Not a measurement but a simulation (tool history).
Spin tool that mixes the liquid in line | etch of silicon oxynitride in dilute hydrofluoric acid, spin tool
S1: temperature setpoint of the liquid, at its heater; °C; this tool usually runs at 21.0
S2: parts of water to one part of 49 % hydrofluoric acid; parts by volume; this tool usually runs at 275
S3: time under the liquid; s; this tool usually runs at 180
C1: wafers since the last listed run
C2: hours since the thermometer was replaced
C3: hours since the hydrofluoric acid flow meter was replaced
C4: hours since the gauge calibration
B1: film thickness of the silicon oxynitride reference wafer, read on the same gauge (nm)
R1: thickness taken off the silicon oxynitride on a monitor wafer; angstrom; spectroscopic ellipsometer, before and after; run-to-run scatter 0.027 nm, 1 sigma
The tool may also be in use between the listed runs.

run 1 hour=0.0 | S1=21.0 S2=275 S3=180 | C1=0 C2=1831.2 C3=1749.1 C4=3551.3 | B1=100.012 | R1=12.70
-- hour=53.7 hydrofluoric acid flow meter replaced
run 2 hour=90.7 | S1=21.0 S2=275 S3=180 | C1=774 C2=1921.9 C3=37.0 C4=3642.0 | B1=99.995 | R1=12.69
run 3 hour=189.0 | S1=24.0 S2=275 S3=180 | C1=849 C2=2020.2 C3=135.3 C4=3740.3 | B1=99.980 | R1=14.50
-- hour=223.5 thermometer replaced
run 4 hour=246.2 | S1=24.0 S2=275 S3=180 | C1=485 C2=22.7 C3=192.5 C4=3797.5 | B1=99.996 | R1=14.63
run 5 hour=354.0 | S1=21.0 S2=210 S3=180 | C1=931 C2=130.5 C3=300.3 C4=3905.3 | B1=100.012 | R1=18.77
run 6 hour=430.8 | S1=21.0 S2=275 S3=180 | C1=663 C2=207.3 C3=377.1 C4=3982.1 | B1=99.997 | R1=12.72
run 7 hour=509.9 | S1=21.0 S2=275 S3=180 | C1=683 C2=286.4 C3=456.2 C4=4061.2 | B1=99.999 | R1=13.17
run 8 hour=571.4 | S1=21.0 S2=275 S3=180 | C1=531 C2=347.9 C3=517.7 C4=4122.7 | B1=99.994 | R1=13.26
run 9 hour=627.0 | S1=22.5 S2=205 S3=245 | C1=480 C2=403.5 C3=573.3 C4=4178.3 | B1=99.993 | R1=26.39
run 10 hour=685.0 | S1=21.0 S2=275 S3=180 | C1=500 C2=461.5 C3=631.3 C4=4236.3 | B1=100.011 | R1=13.22
run 11 hour=751.9 | S1=21.0 S2=275 S3=265 | C1=577 C2=528.4 C3=698.2 C4=4303.2 | B1=99.985 | R1=18.94
-- hour=793.8 gauge calibrated
run 12 hour=818.3 | S1=23.0 S2=210 S3=135 | C1=573 C2=594.8 C3=764.6 C4=24.5 | B1=99.988 | R1=15.04
run 13 hour=913.5 | S1=25.5 S2=385 S3=220 | C1=822 C2=690.0 C3=859.8 C4=119.7 | B1=99.993 | R1=12.95
run 14 hour=995.9 | S1=17.5 S2=170 S3=290 | C1=711 C2=772.4 C3=942.2 C4=202.1 | B1=100.001 | R1=30.80
run 15 hour=1078.9 | S1=25.0 S2=405 S3=180 | C1=716 C2=855.4 C3=1025.2 C4=285.1 | B1=99.991 | R1=10.16
run 16 hour=1176.5 | S1=21.0 S2=275 S3=280 | C1=843 C2=953.0 C3=1122.8 C4=382.7 | B1=99.989 | R1=19.65
run 17 hour=1283.7 | S1=21.0 S2=275 S3=180 | C1=925 C2=1060.2 C3=1230.0 C4=489.9 | B1=100.011 | R1=13.04
run 18 hour=1359.9 | S1=23.5 S2=325 S3=180 | C1=658 C2=1136.4 C3=1306.2 C4=566.1 | B1=100.013 | R1=11.85

Run 19 has not been measured yet. What should we expect?
run 19 hour=1429.3 | S1=21.0 S2=215 S3=220 | C1=599 C2=1205.8 C3=1375.6 C4=635.5 | B1=? | R1=?

Run 19 measured B1 100.016, R1 21.35 angstrom.
Were there no unlogged condition in the tool, this run, its random variation unchanged, would have produced R1 21.35 angstrom.
